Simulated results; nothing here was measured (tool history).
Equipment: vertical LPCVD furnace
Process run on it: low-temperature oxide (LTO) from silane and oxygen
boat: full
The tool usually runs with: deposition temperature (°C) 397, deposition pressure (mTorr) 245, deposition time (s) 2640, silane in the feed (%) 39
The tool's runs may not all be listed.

run	day	deposition temperature (°C)	deposition pressure (mTorr)	deposition time (s)	silane in the feed (%)	wafers since the last listed run	hours since the last temperature calibration	hours since the pressure gauge was zeroed	hours since the silane flow controller was replaced	hours since the gauge calibration	read-back reference wafer on the same gauge, thickness	film thickness on the monitor wafer in the middle of the boat (angstrom)
1	0	397	245	2640	45	0	1333	1360.7	4649	1073.1	367.87	5075.4
2	1.062	397	220	2640	43	347	1358.5	1386.2	4674.5	1098.6	367.58	4302
# day 3.212: thermocouples replaced and temperature profile calibrated
3	3.233	397	220	2640	43	382	0.5	1438.3	4726.6	1150.7	365.97	4387.4
4	3.462	397	215	2640	39	74	6	1443.8	4732.1	1156.2	365.55	3801.4
5	3.85	397	215	2640	39	126	15.3	1453.1	4741.4	1165.5	365.39	3783.9
# day 6.117: silane flow controller replaced
# day 6.688: pressure gauge zeroed
6	6.708	397	215	2640	39	419	83.9	0.5	14.2	1234.1	363.98	3736.6
7	6.942	393	245	2640	39	76	89.5	6.1	19.8	1239.7	364.39	4082
8	7.171	397	245	2640	39	74	95	11.6	25.3	1245.2	363.43	4252.3
9	8.462	397	245	2640	45	422	126	42.6	56.3	1276.2	362.08	4983.1
10	9.183	397	245	2640	39	235	143.3	59.9	73.6	1293.5	362.31	4229.4
11	10.217	390	275	1860	39	337	168.1	84.7	98.4	1318.3	361.42	3128.6
12	10.796	385	195	2640	39	189	182	98.6	112.3	1332.2	361.51	2919.8
13	12.142	397	300	1800	39	439	214.3	130.9	144.6	1364.5	360.5	3518.8
14	13.075	397	245	2640	39	304	236.7	153.3	167	1386.9	359.37	4168.8
15	13.646	397	245	2640	39	186	250.4	167	180.7	1400.6	359.11	4234.7
16	14.675	397	245	2640	39	336	275.1	191.7	205.4	1425.3	358.57	4216.5
# day 15.883: gauge calibrated
17	16.096	402	275	1650	42	464	309.2	225.8	239.5	5.1	382.89	3627.2
18	17.362	397	245	2640	39	413	339.6	256.2	269.9	35.5	383.35	4466.6
19	18.35	397	245	2640	39	322	363.3	279.9	293.6	59.2	383.28	4438.8
20	19.633	391	245	2370	39	419	394.1	310.7	324.4	90	383.27	3780.3
21	21.096	403	195	2970	39	477	429.2	345.8	359.5	125.1	383.11	4316
22	24.242	397	245	2640	39	1027	504.7	421.3	435	200.6	382.43	4499.8
23	27.379	397	210	2640	33	1025	580	496.6	510.3	275.9	381.61	3098.2
24	28.704	397	280	2640	39	432	611.8	528.4	542.1	307.7	382.27	5143.1
25	29.45	397	295	3510	32	243	629.7	546.3	560	325.6	382.41	5522.7
26	30.929	388	300	2640	32	483	665.2	581.8	595.5	361.1	381.38	3758.1
27	32.262	397	245	2640	35	435	697.2	613.8	627.5	393.1	381.15	3907.7
28	33.021	397	305	2640	43	247	715.4	632	645.7	411.3	381.28	6304.7
29	34.371	397	220	2640	39	441	747.8	664.4	678.1	443.7	381.15	4014.1
30	35.458	397	245	2640	39	355	773.9	690.5	704.2	469.8	380.54	4442.8

List, for all runs, the conditions of the tool that the log does not record:
true tube temperature minus thermocouple reading, K: 0, the same for each run
true pressure minus gauge reading, mTorr: 0, the same for each run
deviation of the silane flow from its setpoint, %: 0, the same for each run
H1: gauge reads high (%)
run	H1
1	-3.7
2	-3.85
3	-4.19
4	-4.22
5	-4.29
6	-4.75
7	-4.79
8	-4.83
9	-5.05
10	-5.18
11	-5.36
12	-5.47
13	-5.72
14	-5.89
15	-6
16	-6.2
17	0.306
18	0.303
19	0.297
20	0.284
21	0.262
22	0.192
23	0.0901
24	0.0373
25	0.00509
26	-0.0642
27	-0.133
28	-0.174
29	-0.253
30	-0.321
